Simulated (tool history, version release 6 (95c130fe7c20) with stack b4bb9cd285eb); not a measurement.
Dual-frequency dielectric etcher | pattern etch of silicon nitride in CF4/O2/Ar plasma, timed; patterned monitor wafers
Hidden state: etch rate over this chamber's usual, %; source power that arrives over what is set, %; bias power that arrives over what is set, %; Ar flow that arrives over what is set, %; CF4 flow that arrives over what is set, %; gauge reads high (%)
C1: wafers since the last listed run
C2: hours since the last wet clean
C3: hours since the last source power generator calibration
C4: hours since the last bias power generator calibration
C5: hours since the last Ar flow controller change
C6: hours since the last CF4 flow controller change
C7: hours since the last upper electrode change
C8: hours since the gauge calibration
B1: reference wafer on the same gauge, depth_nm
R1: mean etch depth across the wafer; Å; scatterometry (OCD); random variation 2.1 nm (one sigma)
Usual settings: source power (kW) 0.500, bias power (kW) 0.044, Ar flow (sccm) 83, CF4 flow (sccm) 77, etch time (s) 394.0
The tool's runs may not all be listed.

{"run": 1, "day": 0.0, "source power (kW)": 0.5, "bias power (kW)": 0.044, "Ar flow (sccm)": 76, "CF4 flow (sccm)": 77, "etch time (s)": 394.0, "C1": 0, "C2": 280.0, "C3": 2780.6, "C4": 1226.7, "C5": 152.0, "C6": 281.1, "C7": 190.6, "C8": 924.8, "B1": 537.8, "R1": 6686}
{"run": 2, "day": 1.3, "source power (kW)": 0.5, "bias power (kW)": 0.044, "Ar flow (sccm)": 100, "CF4 flow (sccm)": 77, "etch time (s)": 439.5, "C1": 168, "C2": 311.2, "C3": 2811.8, "C4": 1257.9, "C5": 183.2, "C6": 312.3, "C7": 221.8, "C8": 956.0, "B1": 537.2, "R1": 7062}
{"day": 4.117, "done": "source power generator calibrated"}
{"run": 3, "day": 5.525, "source power (kW)": 0.5, "bias power (kW)": 0.044, "Ar flow (sccm)": 83, "CF4 flow (sccm)": 77, "etch time (s)": 394.0, "C1": 527, "C2": 412.6, "C3": 33.8, "C4": 1359.3, "C5": 284.6, "C6": 413.7, "C7": 323.2, "C8": 1057.4, "B1": 535.1, "R1": 6499}
{"run": 4, "day": 6.279, "source power (kW)": 0.5, "bias power (kW)": 0.044, "Ar flow (sccm)": 83, "CF4 flow (sccm)": 77, "etch time (s)": 394.0, "C1": 97, "C2": 430.7, "C3": 51.9, "C4": 1377.4, "C5": 302.7, "C6": 431.8, "C7": 341.3, "C8": 1075.5, "B1": 534.5, "R1": 6530}
{"run": 5, "day": 6.896, "source power (kW)": 0.5, "bias power (kW)": 0.044, "Ar flow (sccm)": 90, "CF4 flow (sccm)": 77, "etch time (s)": 394.0, "C1": 80, "C2": 445.5, "C3": 66.7, "C4": 1392.2, "C5": 317.5, "C6": 446.6, "C7": 356.1, "C8": 1090.3, "B1": 534.0, "R1": 6407}
{"run": 6, "day": 7.579, "source power (kW)": 0.5, "bias power (kW)": 0.044, "Ar flow (sccm)": 83, "CF4 flow (sccm)": 77, "etch time (s)": 394.0, "C1": 88, "C2": 461.9, "C3": 83.1, "C4": 1408.6, "C5": 333.9, "C6": 463.0, "C7": 372.5, "C8": 1106.7, "B1": 533.5, "R1": 6487}
{"run": 7, "day": 9.046, "source power (kW)": 0.5, "bias power (kW)": 0.044, "Ar flow (sccm)": 69, "CF4 flow (sccm)": 59, "etch time (s)": 473.0, "C1": 190, "C2": 497.1, "C3": 118.3, "C4": 1443.8, "C5": 369.1, "C6": 498.2, "C7": 407.7, "C8": 1141.9, "B1": 533.1, "R1": 7889}
{"run": 8, "day": 10.0, "source power (kW)": 0.55, "bias power (kW)": 0.04, "Ar flow (sccm)": 92, "CF4 flow (sccm)": 77, "etch time (s)": 394.0, "C1": 123, "C2": 520.0, "C3": 141.2, "C4": 1466.7, "C5": 392.0, "C6": 521.1, "C7": 430.6, "C8": 1164.8, "B1": 532.0, "R1": 6626}
{"day": 10.842, "done": "gauge calibrated"}
{"day": 10.975, "done": "bias power generator calibrated"}
{"run": 9, "day": 10.996, "source power (kW)": 0.5, "bias power (kW)": 0.05, "Ar flow (sccm)": 83, "CF4 flow (sccm)": 77, "etch time (s)": 455.0, "C1": 107, "C2": 543.9, "C3": 165.1, "C4": 0.5, "C5": 415.9, "C6": 545.0, "C7": 454.5, "C8": 3.7, "B1": 546.9, "R1": 8064}
{"run": 10, "day": 11.421, "source power (kW)": 0.5, "bias power (kW)": 0.044, "Ar flow (sccm)": 65, "CF4 flow (sccm)": 77, "etch time (s)": 394.0, "C1": 55, "C2": 554.1, "C3": 175.3, "C4": 10.7, "C5": 426.1, "C6": 555.2, "C7": 464.7, "C8": 13.9, "B1": 546.6, "R1": 6930}
{"day": 12.779, "done": "wet clean of the chamber"}
{"run": 11, "day": 12.871, "source power (kW)": 0.5, "bias power (kW)": 0.044, "Ar flow (sccm)": 97, "CF4 flow (sccm)": 63, "etch time (s)": 394.0, "C1": 58, "C2": 2.2, "C3": 210.1, "C4": 45.5, "C5": 460.9, "C6": 590.0, "C7": 499.5, "C8": 48.7, "B1": 546.6, "R1": 6401}
{"run": 12, "day": 14.162, "source power (kW)": 0.5, "bias power (kW)": 0.044, "Ar flow (sccm)": 83, "CF4 flow (sccm)": 70, "etch time (s)": 394.0, "C1": 167, "C2": 33.2, "C3": 241.1, "C4": 76.5, "C5": 491.9, "C6": 621.0, "C7": 530.5, "C8": 79.7, "B1": 546.5, "R1": 6596}
{"run": 13, "day": 15.525, "source power (kW)": 0.46, "bias power (kW)": 0.044, "Ar flow (sccm)": 71, "CF4 flow (sccm)": 77, "etch time (s)": 394.0, "C1": 176, "C2": 65.9, "C3": 273.8, "C4": 109.2, "C5": 524.6, "C6": 653.7, "C7": 563.2, "C8": 112.4, "B1": 546.6, "R1": 6365}
{"run": 14, "day": 16.875, "source power (kW)": 0.5, "bias power (kW)": 0.044, "Ar flow (sccm)": 83, "CF4 flow (sccm)": 77, "etch time (s)": 394.0, "C1": 175, "C2": 98.3, "C3": 306.2, "C4": 141.6, "C5": 557.0, "C6": 686.1, "C7": 595.6, "C8": 144.8, "B1": 546.2, "R1": 6622}
{"run": 15, "day": 18.358, "source power (kW)": 0.5, "bias power (kW)": 0.044, "Ar flow (sccm)": 83, "CF4 flow (sccm)": 77, "etch time (s)": 394.0, "C1": 192, "C2": 133.9, "C3": 341.8, "C4": 177.2, "C5": 592.6, "C6": 721.7, "C7": 631.2, "C8": 180.4, "B1": 546.3, "R1": 6655}
{"run": 16, "day": 19.812, "source power (kW)": 0.62, "bias power (kW)": 0.044, "Ar flow (sccm)": 72, "CF4 flow (sccm)": 77, "etch time (s)": 394.0, "C1": 188, "C2": 168.8, "C3": 376.7, "C4": 212.1, "C5": 627.5, "C6": 756.6, "C7": 666.1, "C8": 215.3, "B1": 546.1, "R1": 8197}
{"run": 17, "day": 20.796, "source power (kW)": 0.5, "bias power (kW)": 0.044, "Ar flow (sccm)": 83, "CF4 flow (sccm)": 77, "etch time (s)": 394.0, "C1": 127, "C2": 192.4, "C3": 400.3, "C4": 235.7, "C5": 651.1, "C6": 780.2, "C7": 689.7, "C8": 238.9, "B1": 546.0, "R1": 6628}
{"run": 18, "day": 22.171, "source power (kW)": 0.5, "bias power (kW)": 0.044, "Ar flow (sccm)": 83, "CF4 flow (sccm)": 87, "etch time (s)": 394.0, "C1": 178, "C2": 225.4, "C3": 433.3, "C4": 268.7, "C5": 684.1, "C6": 813.2, "C7": 722.7, "C8": 271.9, "B1": 545.3, "R1": 6704}
{"run": 19, "day": 23.233, "source power (kW)": 0.45, "bias power (kW)": 0.044, "Ar flow (sccm)": 94, "CF4 flow (sccm)": 77, "etch time (s)": 394.0, "C1": 138, "C2": 250.9, "C3": 458.8, "C4": 294.2, "C5": 709.6, "C6": 838.7, "C7": 748.2, "C8": 297.4, "B1": 545.5, "R1": 5965}
{"run": 20, "day": 23.804, "source power (kW)": 0.5, "bias power (kW)": 0.044, "Ar flow (sccm)": 83, "CF4 flow (sccm)": 77, "etch time (s)": 394.0, "C1": 74, "C2": 264.6, "C3": 472.5, "C4": 307.9, "C5": 723.3, "C6": 852.4, "C7": 761.9, "C8": 311.1, "B1": 545.7, "R1": 6654}
{"run": 21, "day": 24.912, "source power (kW)": 0.5, "bias power (kW)": 0.049, "Ar flow (sccm)": 72, "CF4 flow (sccm)": 93, "etch time (s)": 394.0, "C1": 143, "C2": 291.2, "C3": 499.1, "C4": 334.5, "C5": 749.9, "C6": 879.0, "C7": 788.5, "C8": 337.7, "B1": 545.5, "R1": 7202}
{"run": 22, "day": 26.238, "source power (kW)": 0.5, "bias power (kW)": 0.044, "Ar flow (sccm)": 90, "CF4 flow (sccm)": 77, "etch time (s)": 394.0, "C1": 172, "C2": 323.0, "C3": 530.9, "C4": 366.3, "C5": 781.7, "C6": 910.8, "C7": 820.3, "C8": 369.5, "B1": 544.9, "R1": 6558}

Forecast each of these 3 alternatives for the next run:
{"run": "A", "day": 26.258, "source power (kW)": 0.5, "bias power (kW)": 0.044, "Ar flow (sccm)": 89, "CF4 flow (sccm)": 77, "etch time (s)": 394.0, "C1": 2, "C2": 323.5, "C3": 531.4, "C4": 366.8, "C5": 782.2, "C6": 911.3, "C7": 820.8, "C8": 370.0, "B1": "?", "R1": "?"}
{"run": "B", "day": 26.258, "source power (kW)": 0.41, "bias power (kW)": 0.044, "Ar flow (sccm)": 101, "CF4 flow (sccm)": 67, "etch time (s)": 305.5, "C1": 2, "C2": 323.5, "C3": 531.4, "C4": 366.8, "C5": 782.2, "C6": 911.3, "C7": 820.8, "C8": 370.0, "B1": "?", "R1": "?"}
{"run": "C", "day": 26.258, "source power (kW)": 0.39, "bias power (kW)": 0.052, "Ar flow (sccm)": 83, "CF4 flow (sccm)": 77, "etch time (s)": 394.0, "C1": 2, "C2": 323.5, "C3": 531.4, "C4": 366.8, "C5": 782.2, "C6": 911.3, "C7": 820.8, "C8": 370.0, "B1": "?", "R1": "?"}

run=A B1=544.8 R1=6610
run=B B1=544.8 R1=4181
run=C B1=544.8 R1=5780
Without the tool's hidden state the same runs would have given:
run=A R1=6634
run=B R1=4196
run=C R1=5801
